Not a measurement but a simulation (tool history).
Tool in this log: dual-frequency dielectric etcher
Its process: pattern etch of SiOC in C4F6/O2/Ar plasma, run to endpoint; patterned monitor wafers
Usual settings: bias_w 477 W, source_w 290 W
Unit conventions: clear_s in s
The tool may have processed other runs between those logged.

run,hour,bias_w,source_w,wafers since the last listed run,hours since the last wet clean,hours since the last bias power generator calibration,hours since the last source power generator calibration,hours since the last upper electrode change,"incoming incoming film thickness, nm",clear_s
1,0,477,290,0,381.1,893.7,3584.8,3580.3,34.84,13.3
2,43.2,477,290,826,424.3,936.9,3628,3623.5,34.39,13.1
3,68.8,477,290,489,449.9,962.5,3653.6,3649.1,35.37,13.4
# hour 131.6: wet clean of the chamber
4,140.8,477,290,917,9.2,1034.5,3725.6,3721.1,34.73,12.5
5,193.2,477,290,1002,61.6,1086.9,3778,3773.5,34.83,12.8
6,234.6,477,290,791,103,1128.3,3819.4,3814.9,34.86,13
7,262.9,477,290,541,131.3,1156.6,3847.7,3843.2,34.9,13.1
8,331.1,477,290,1304,199.5,1224.8,3915.9,3911.4,34.94,13
9,388.2,477,290,1091,256.6,1281.9,3973,3968.5,34.91,13
10,412.9,477,330,472,281.3,1306.6,3997.7,3993.2,34.81,12.7
11,442.8,477,290,571,311.2,1336.5,4027.6,4023.1,35.42,13.3
12,493.3,477,290,965,361.7,1387,4078.1,4073.6,34.89,13
# hour 526.3: wet clean of the chamber
13,526.8,369,260,181,0.5,1420.5,4111.6,4107.1,34.83,14.1
# hour 537.8: bias power generator calibrated
14,580.4,477,240,948,54.1,42.6,4165.2,4160.7,34.86,13.3
# hour 604.9: upper electrode replaced
15,622.3,386,290,342,96,84.5,4207.1,17.4,34.54,13.5
16,692.8,544,330,1348,166.5,155,4277.6,87.9,34.77,12.1
17,764.2,396,230,1365,237.9,226.4,4349,159.3,34.82,14.6
18,802.6,399,240,734,276.3,264.8,4387.4,197.7,35.13,14.5
# hour 812.1: source power generator calibrated
19,854.3,590,340,912,328,316.5,42.2,249.4,35.06,12
# hour 1030.7: wet clean of the chamber
20,1052.1,477,290,3323,21.4,514.3,240,447.2,35.05,12.8
21,1093.8,447,320,797,63.1,556,281.7,488.9,35.31,13
22,1141.6,577,290,914,110.9,603.8,329.5,536.7,34.59,11.9

Some steps in clear_s between neighbouring runs. How much of each would the tool show without its hidden state too (settings, what came in, random variation), and how much is left for the hidden state, with any gauge scatter that isn't in both results?
Hidden conditions of the tool in this case: etch rate over this chamber's usual, %; bias power that arrives over what is set, %; source power that arrives over what is set, %.
Run 3 -> 4: wet clean of the chamber. clear_s -0.9 s: hidden state -0.5, all else -0.4.
Run 12 -> 13: bias_w 477 -> 369, source_w 290 -> 260, wet clean of the chamber. clear_s +1.1 s: hidden state -0.4, all else +1.5.
Run 16 -> 17: bias_w 544 -> 396, source_w 330 -> 230. clear_s +2.5 s: hidden state +0.1, all else +2.4.
Run 18 -> 19: bias_w 399 -> 590, source_w 240 -> 340, source power generator calibrated. clear_s -2.5 s: hidden state +0, all else -2.5.

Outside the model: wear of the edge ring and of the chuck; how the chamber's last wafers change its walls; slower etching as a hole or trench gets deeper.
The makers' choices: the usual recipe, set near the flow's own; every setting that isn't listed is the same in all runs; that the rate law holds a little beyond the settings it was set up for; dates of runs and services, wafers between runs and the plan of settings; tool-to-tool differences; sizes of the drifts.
